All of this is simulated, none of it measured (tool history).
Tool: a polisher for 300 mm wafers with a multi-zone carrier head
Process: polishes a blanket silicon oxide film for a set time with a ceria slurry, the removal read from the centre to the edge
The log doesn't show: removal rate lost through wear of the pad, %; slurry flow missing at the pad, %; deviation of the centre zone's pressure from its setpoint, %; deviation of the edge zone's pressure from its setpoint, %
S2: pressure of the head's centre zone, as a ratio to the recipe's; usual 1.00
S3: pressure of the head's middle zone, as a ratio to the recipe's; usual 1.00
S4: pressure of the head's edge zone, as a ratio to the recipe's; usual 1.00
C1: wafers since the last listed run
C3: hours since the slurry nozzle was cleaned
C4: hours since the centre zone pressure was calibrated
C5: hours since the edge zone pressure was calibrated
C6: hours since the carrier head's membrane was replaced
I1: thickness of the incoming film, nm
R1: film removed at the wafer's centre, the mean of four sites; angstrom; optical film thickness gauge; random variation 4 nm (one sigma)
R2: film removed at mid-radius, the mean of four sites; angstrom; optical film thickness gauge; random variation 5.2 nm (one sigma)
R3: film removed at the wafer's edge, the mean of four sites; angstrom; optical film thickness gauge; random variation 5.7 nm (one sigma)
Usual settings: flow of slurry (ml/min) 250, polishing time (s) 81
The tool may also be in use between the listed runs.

Run 1, day 0.000: usual settings; C1 0; wafers polished on this pad 909; C3 194.6; C4 167.1; C5 343.0; C6 360.6; I1 1711.1. Result: R1 4479 angstrom, R2 4392 angstrom, R3 4505 angstrom.
Run 2, day 2.592: usual settings but flow of slurry (ml/min) 195, S3 1.06; C1 594; wafers polished on this pad 1503; C3 256.8; C4 229.3; C5 405.2; C6 422.8; I1 1716.5. Result: R1 4334 angstrom, R2 4544 angstrom, R3 4507 angstrom.
Run 3, day 4.562: usual settings but flow of slurry (ml/min) 290, S2 0.96, S3 0.92, polishing time (s) 60; C1 451; wafers polished on this pad 1955; C3 304.1; C4 276.6; C5 452.5; C6 470.1; I1 1733.7. Result: R1 3213 angstrom, R2 3057 angstrom, R3 3375 angstrom.
Run 4, day 6.067: usual settings; C1 344; wafers polished on this pad 2300; C3 340.2; C4 312.7; C5 488.6; C6 506.2; I1 1735.9. Result: R1 4510 angstrom, R2 4392 angstrom, R3 4569 angstrom.
Run 5, day 8.025: usual settings but flow of slurry (ml/min) 220, S2 0.95, polishing time (s) 62; C1 448; wafers polished on this pad 2748; C3 387.2; C4 359.7; C5 535.6; C6 553.2; I1 1759.7. Result: R1 3192 angstrom, R2 3241 angstrom, R3 3498 angstrom.
Run 6, day 10.400: usual settings but S2 0.90, S4 0.89; C1 544; wafers polished on this pad 3293; C3 444.2; C4 416.7; C5 592.6; C6 610.2; I1 1709.0. Result: R1 4034 angstrom, R2 4437 angstrom, R3 4378 angstrom.
At day 11.254: centre zone pressure recalibrated.
At day 11.371: worn pad replaced by a new one.
Run 7, day 11.867: usual settings but S2 0.94, S3 1.11, S4 0.97, polishing time (s) 89; C1 290; wafers polished on this pad 113; C3 479.4; C4 14.7; C5 627.8; C6 645.4; I1 1759.7. Result: R1 4675 angstrom, R2 5339 angstrom, R3 4864 angstrom.
At day 11.992: slurry nozzle cleaned.
Run 8, day 13.767: usual settings but S3 0.91, S4 1.09, polishing time (s) 95; C1 425; wafers polished on this pad 539; C3 42.6; C4 60.3; C5 673.4; C6 691.0; I1 1747.3. Result: R1 5260 angstrom, R2 4799 angstrom, R3 5586 angstrom.
Run 9, day 16.104: usual settings but flow of slurry (ml/min) 280, S3 1.10; C1 535; wafers polished on this pad 1075; C3 98.7; C4 116.4; C5 729.5; C6 747.1; I1 1733.5. Result: R1 4491 angstrom, R2 4825 angstrom, R3 4456 angstrom.
Run 10, day 17.854: usual settings; C1 401; wafers polished on this pad 1476; C3 140.7; C4 158.4; C5 771.5; C6 789.1; I1 1772.9. Result: R1 4419 angstrom, R2 4450 angstrom, R3 4556 angstrom.
Run 11, day 19.483: usual settings but flow of slurry (ml/min) 290, polishing time (s) 95; C1 373; wafers polished on this pad 1850; C3 179.8; C4 197.5; C5 810.6; C6 828.2; I1 1724.7. Result: R1 5321 angstrom, R2 5233 angstrom, R3 5444 angstrom.
Run 12, day 21.275: usual settings but flow of slurry (ml/min) 195, S3 1.03; C1 410; wafers polished on this pad 2260; C3 222.8; C4 240.5; C5 853.6; C6 871.2; I1 1775.7. Result: R1 4344 angstrom, R2 4369 angstrom, R3 4415 angstrom.
At day 21.575: carrier head's membrane replaced by a new one.
Run 13, day 22.358: usual settings but S2 1.05, S4 1.05, polishing time (s) 63; C1 200; wafers polished on this pad 2461; C3 248.8; C4 266.5; C5 879.6; C6 18.8; I1 1759.3. Result: R1 3675 angstrom, R2 3376 angstrom, R3 3585 angstrom.
Run 14, day 23.812: usual settings; C1 333; wafers polished on this pad 2794; C3 283.7; C4 301.4; C5 914.5; C6 53.7; I1 1751.0. Result: R1 4485 angstrom, R2 4470 angstrom, R3 4523 angstrom.
At day 25.117: edge zone pressure recalibrated.
Run 15, day 26.092: usual settings; C1 503; wafers polished on this pad 3298; C3 338.4; C4 356.1; C5 23.4; C6 108.4; I1 1723.4. Result: R1 4419 angstrom, R2 4288 angstrom, R3 4408 angstrom.
Run 16, day 28.700: usual settings but flow of slurry (ml/min) 330; C1 597; wafers polished on this pad 3896; C3 401.0; C4 418.7; C5 86.0; C6 171.0; I1 1701.4. Result: R1 4619 angstrom, R2 4579 angstrom, R3 4654 angstrom.
At day 30.125: centre zone pressure recalibrated.
At day 30.517: worn pad replaced by a new one.
Run 17, day 31.425: usual settings but S3 1.04, S4 1.08; C1 567; wafers polished on this pad 207; C3 466.4; C4 31.2; C5 151.4; C6 236.4; I1 1714.3. Result: R1 4418 angstrom, R2 4472 angstrom, R3 4680 angstrom.
Run 18, day 32.446: usual settings; C1 233; wafers polished on this pad 441; C3 490.9; C4 55.7; C5 175.9; C6 260.9; I1 1737.0. Result: R1 4491 angstrom, R2 4334 angstrom, R3 4556 angstrom.
At day 32.571: slurry nozzle cleaned.
Run 19, day 34.742: usual settings but polishing time (s) 101; C1 516; wafers polished on this pad 958; C3 52.1; C4 110.8; C5 231.0; C6 316.0; I1 1742.3. Result: R1 5593 angstrom, R2 5462 angstrom, R3 5538 angstrom.
Run 20, day 36.883: usual settings but S2 0.95, S3 1.08; C1 490; wafers polished on this pad 1449; C3 103.5; C4 162.2; C5 282.4; C6 367.4; I1 1752.9. Result: R1 4261 angstrom, R2 4687 angstrom, R3 4470 angstrom.
Run 21, day 38.450: usual settings; C1 359; wafers polished on this pad 1808; C3 141.1; C4 199.8; C5 320.0; C6 405.0; I1 1740.8. Result: R1 4481 angstrom, R2 4441 angstrom, R3 4472 angstrom.
Run 22, day 40.829: usual settings but flow of slurry (ml/min) 280; C1 545; wafers polished on this pad 2354; C3 198.2; C4 256.9; C5 377.1; C6 462.1; I1 1758.1. Result: R1 4556 angstrom, R2 4486 angstrom, R3 4690 angstrom.
Run 23, day 42.908: usual settings; C1 476; wafers polished on this pad 2830; C3 248.1; C4 306.8; C5 427.0; C6 512.0; I1 1746.2. Result: R1 4501 angstrom, R2 4387 angstrom, R3 4521 angstrom.

What the log doesn't show, run by run:
removal rate lost through wear of the pad, %: 0 in every run
slurry flow missing at the pad, %: 0 in every run
deviation of the centre zone's pressure from its setpoint, %: 0 in every run
deviation of the edge zone's pressure from its setpoint, %: 0 in every run
